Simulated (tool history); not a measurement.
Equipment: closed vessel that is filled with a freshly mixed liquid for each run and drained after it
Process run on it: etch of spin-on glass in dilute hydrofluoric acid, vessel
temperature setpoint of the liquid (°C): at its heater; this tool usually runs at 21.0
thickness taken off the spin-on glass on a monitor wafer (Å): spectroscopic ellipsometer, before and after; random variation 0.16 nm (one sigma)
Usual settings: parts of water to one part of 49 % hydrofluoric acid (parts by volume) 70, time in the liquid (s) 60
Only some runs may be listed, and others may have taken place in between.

run   hour  temperature setpoint of the liquid (°C)  parts of water to one part of 49 % hydrofluoric acid (parts by volume)  time in the liquid (s)  wafers since the last listed run  hours since the thermometer was replaced  hours since the hydrofluoric acid flow meter was replaced  hours since the gauge calibration  read-back film thickness of the spin-on glass reference wafer, read on the same gauge (nm)  thickness taken off the spin-on glass on a monitor wafer (Å)
  1    0.0                                     21.0                                                                      70                      40                                 0                                     313.1                                                     1564.3                              228.9                                                                                       90.00                                                         135.7
  2   16.9                                     21.0                                                                      70                      40                              2448                                     330.0                                                     1581.2                              245.8                                                                                       90.00                                                         132.3
  3   41.3                                     21.0                                                                      70                      60                              3535                                     354.4                                                     1605.6                              270.2                                                                                       90.01                                                         201.2
  4   63.2                                     21.0                                                                      70                      60                              3173                                     376.3                                                     1627.5                              292.1                                                                                       90.05                                                         198.9
  5   78.7                                     21.0                                                                      70                      60                              2245                                     391.8                                                     1643.0                              307.6                                                                                       90.00                                                         198.0
      81.4  -- gauge calibrated
  6   98.3                                     21.0                                                                      70                      60                              2839                                     411.4                                                     1662.6                               16.9                                                                                       90.01                                                         200.1
  7  119.1                                     21.0                                                                      70                      60                              3013                                     432.2                                                     1683.4                               37.7                                                                                       90.02                                                         199.5
  8  136.1                                     21.0                                                                      70                      60                              2463                                     449.2                                                     1700.4                               54.7                                                                                       90.00                                                         196.7
  9  154.4                                     21.0                                                                      70                      60                              2651                                     467.5                                                     1718.7                               73.0                                                                                       90.01                                                         197.8
 10  172.4                                     21.0                                                                      70                      60                              2608                                     485.5                                                     1736.7                               91.0                                                                                       90.02                                                         198.1
 11  207.9                                     21.0                                                                      90                      90                              5143                                     521.0                                                     1772.2                              126.5                                                                                       90.00                                                         224.8
 12  240.8                                     21.0                                                                      70                      85                              4767                                     553.9                                                     1805.1                              159.4                                                                                       90.01                                                         279.0
 13  255.8                                     21.0                                                                      70                      85                              2173                                     568.9                                                     1820.1                              174.4                                                                                       90.05                                                         280.3
 14  275.8                                     19.5                                                                      70                      30                              2897                                     588.9                                                     1840.1                              194.4                                                                                       90.01                                                          92.6
 15  293.2                                     26.0                                                                      45                      70                              2521                                     606.3                                                     1857.5                              211.8                                                                                       90.01                                                         457.8
 16  310.9                                     21.0                                                                      70                      60                              2564                                     624.0                                                     1875.2                              229.5                                                                                       90.00                                                         198.2
 17  337.4                                     24.0                                                                      45                      60                              3839                                     650.5                                                     1901.7                              256.0                                                                                       90.02                                                         357.3
 18  359.7                                     17.0                                                                      70                      60                              3231                                     672.8                                                     1924.0                              278.3                                                                                       89.98                                                         165.8
     365.2  -- hydrofluoric acid flow meter replaced
 19  374.8                                     21.0                                                                      70                      60                              2043                                     687.9                                                        9.6                              293.4                                                                                       89.98                                                         181.7
     396.7  -- thermometer replaced
 20  400.1                                     19.0                                                                     105                      45                              3521                                       3.4                                                       34.9                              318.7                                                                                       89.98                                                          80.8
 21  422.3                                     21.0                                                                      70                      60                              3216                                      25.6                                                       57.1                              340.9                                                                                       90.01                                                         181.8
     450.4  -- gauge calibrated
 22  450.7                                     21.0                                                                      70                      60                              4115                                      54.0                                                       85.5                                0.3                                                                                       89.99                                                         181.6
     461.8  -- hydrofluoric acid flow meter replaced, repeated, since the last time left the tool worse
 23  471.7                                     17.0                                                                      85                      60                              2897                                      75.0                                                        9.9                               21.3                                                                                       90.02                                                         149.7
 24  495.0                                     24.5                                                                      60                      75                              3376                                      98.3                                                       33.2                               44.6                                                                                       90.01                                                         371.2
 25  523.4                                     24.0                                                                      45                      60                              4115                                     126.7                                                       61.6                               73.0                                                                                       90.00                                                         395.2
 26  548.3                                     21.0                                                                      35                      60                              3607                                     151.6                                                       86.5                               97.9                                                                                       90.00                                                         453.3
 27  572.9                                     24.5                                                                      70                      85                              3564                                     176.2                                                      111.1                              122.5                                                                                       89.97                                                         354.0

Selected run-to-run steps in thickness taken off the spin-on glass on a monitor wafer (Å), each split into two signed amounts: the part the tool would show with no hidden state at all (from settings, incoming material and random variation), and the remainder, which goes to the hidden state together with any gauge scatter not common to the measured and the hidden-state-free results:
What the log doesn't record here: liquid hotter than its thermometer reads (K); hydrofluoric acid flow below the setpoint (%); gauge reads high (%).
Run 14 -> 15: temperature setpoint of the liquid (°C) 19.5 -> 26.0, parts of water to one part of 49 % hydrofluoric acid (parts by volume) 70 -> 45, time in the liquid (s) 30 -> 70. thickness taken off the spin-on glass on a monitor wafer (Å) +365.2: hidden state -40.4, all else +405.6.
Run 15 -> 16: temperature setpoint of the liquid (°C) 26.0 -> 21.0, parts of water to one part of 49 % hydrofluoric acid (parts by volume) 45 -> 70, time in the liquid (s) 70 -> 60. thickness taken off the spin-on glass on a monitor wafer (Å) -259.6: hidden state +28.1, all else -287.7.
Run 22 -> 23: temperature setpoint of the liquid (°C) 21.0 -> 17.0, parts of water to one part of 49 % hydrofluoric acid (parts by volume) 70 -> 85, hydrofluoric acid flow meter replaced, repeated, since the last time left the tool worse. thickness taken off the spin-on glass on a monitor wafer (Å) -31.9: hidden state +36.3, all else -68.2.
